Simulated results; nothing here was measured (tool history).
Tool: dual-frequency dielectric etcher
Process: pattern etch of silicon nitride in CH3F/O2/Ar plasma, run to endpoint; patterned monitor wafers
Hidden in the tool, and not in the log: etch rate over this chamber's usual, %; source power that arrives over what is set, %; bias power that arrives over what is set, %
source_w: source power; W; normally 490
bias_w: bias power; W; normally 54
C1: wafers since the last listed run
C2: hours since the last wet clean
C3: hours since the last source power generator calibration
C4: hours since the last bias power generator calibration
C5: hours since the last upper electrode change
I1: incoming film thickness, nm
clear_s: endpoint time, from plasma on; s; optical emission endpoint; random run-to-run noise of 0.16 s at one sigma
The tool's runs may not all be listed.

Run 1, hour 0.0: usual settings but bias_w 60 W; C1 0; C2 586.7; C3 3672.7; C4 2428.1; C5 3857.4; I1 31.10. Result: clear_s 44.0 s.
Run 2, hour 7.4: usual settings but bias_w 60 W; C1 88; C2 594.1; C3 3680.1; C4 2435.5; C5 3864.8; I1 31.90. Result: clear_s 44.7 s.
Run 3, hour 13.7: usual settings but bias_w 51 W; C1 75; C2 600.4; C3 3686.4; C4 2441.8; C5 3871.1; I1 31.55. Result: clear_s 47.3 s.
Run 4, hour 22.7: usual settings but bias_w 51 W; C1 107; C2 609.4; C3 3695.4; C4 2450.8; C5 3880.1; I1 31.74. Result: clear_s 47.5 s.
Run 5, hour 32.8: usual settings; C1 120; C2 619.5; C3 3705.5; C4 2460.9; C5 3890.2; I1 31.84. Result: clear_s 46.8 s.
Run 6, hour 50.0: usual settings; C1 205; C2 636.7; C3 3722.7; C4 2478.1; C5 3907.4; I1 31.42. Result: clear_s 46.1 s.
Run 7, hour 59.8: usual settings; C1 117; C2 646.5; C3 3732.5; C4 2487.9; C5 3917.2; I1 31.41. Result: clear_s 45.5 s.
Run 8, hour 66.7: usual settings; C1 82; C2 653.4; C3 3739.4; C4 2494.8; C5 3924.1; I1 31.72. Result: clear_s 46.3 s.
At hour 91.3: wet clean of the chamber.
Run 9, hour 91.8: usual settings; C1 13; C2 0.5; C3 3764.5; C4 2519.9; C5 3949.2; I1 31.55. Result: clear_s 48.3 s.
Run 10, hour 92.2: usual settings but source_w 520 W, bias_w 40 W; C1 4; C2 0.9; C3 3764.9; C4 2520.3; C5 3949.6; I1 31.70. Result: clear_s 52.1 s.
Run 11, hour 99.4: usual settings; C1 86; C2 8.1; C3 3772.1; C4 2527.5; C5 3956.8; I1 31.62. Result: clear_s 48.9 s.
At hour 127.0: source power generator calibrated.
At hour 130.4: upper electrode replaced.
Run 12, hour 130.9: usual settings; C1 288; C2 39.6; C3 3.9; C4 2559.0; C5 0.5; I1 31.50. Result: clear_s 47.9 s.
Run 13, hour 131.2: usual settings but source_w 390 W, bias_w 62 W; C1 3; C2 39.9; C3 4.2; C4 2559.3; C5 0.8; I1 31.69. Result: clear_s 54.0 s.
Run 14, hour 136.0: usual settings but source_w 450 W, bias_w 44 W; C1 57; C2 44.7; C3 9.0; C4 2564.1; C5 5.6; I1 31.66. Result: clear_s 55.1 s.
At hour 146.7: bias power generator calibrated.
Run 15, hour 151.4: usual settings but source_w 530 W, bias_w 63 W; C1 136; C2 60.1; C3 24.4; C4 4.7; C5 21.0; I1 31.79. Result: clear_s 43.6 s.
Run 16, hour 160.8: usual settings but source_w 390 W, bias_w 47 W; C1 112; C2 69.5; C3 33.8; C4 14.1; C5 30.4; I1 31.71. Result: clear_s 59.4 s.
Run 17, hour 173.0: usual settings but bias_w 44 W; C1 145; C2 81.7; C3 46.0; C4 26.3; C5 42.6; I1 31.90. Result: clear_s 52.4 s.
Run 18, hour 190.2: usual settings but source_w 380 W, bias_w 48 W; C1 205; C2 98.9; C3 63.2; C4 43.5; C5 59.8; I1 31.84. Result: clear_s 60.4 s.

Table of differences, measured result less the result of that run with no hidden state. Run-to-run variation is the same in both. Gauge scatter possibly is not:
run  clear_s
  1     -2.4
  2     -2.4
  3     -2.6
  4     -2.7
  5     -2.6
  6     -2.7
  7     -2.7
  8     -2.7
  9     -0.3
 10     -0.4
 11     -0.4
 12     -0.5
 13     -0.6
 14     -0.5
 15     -0.5
 16     -0.7
 17     -0.7
 18     -0.9
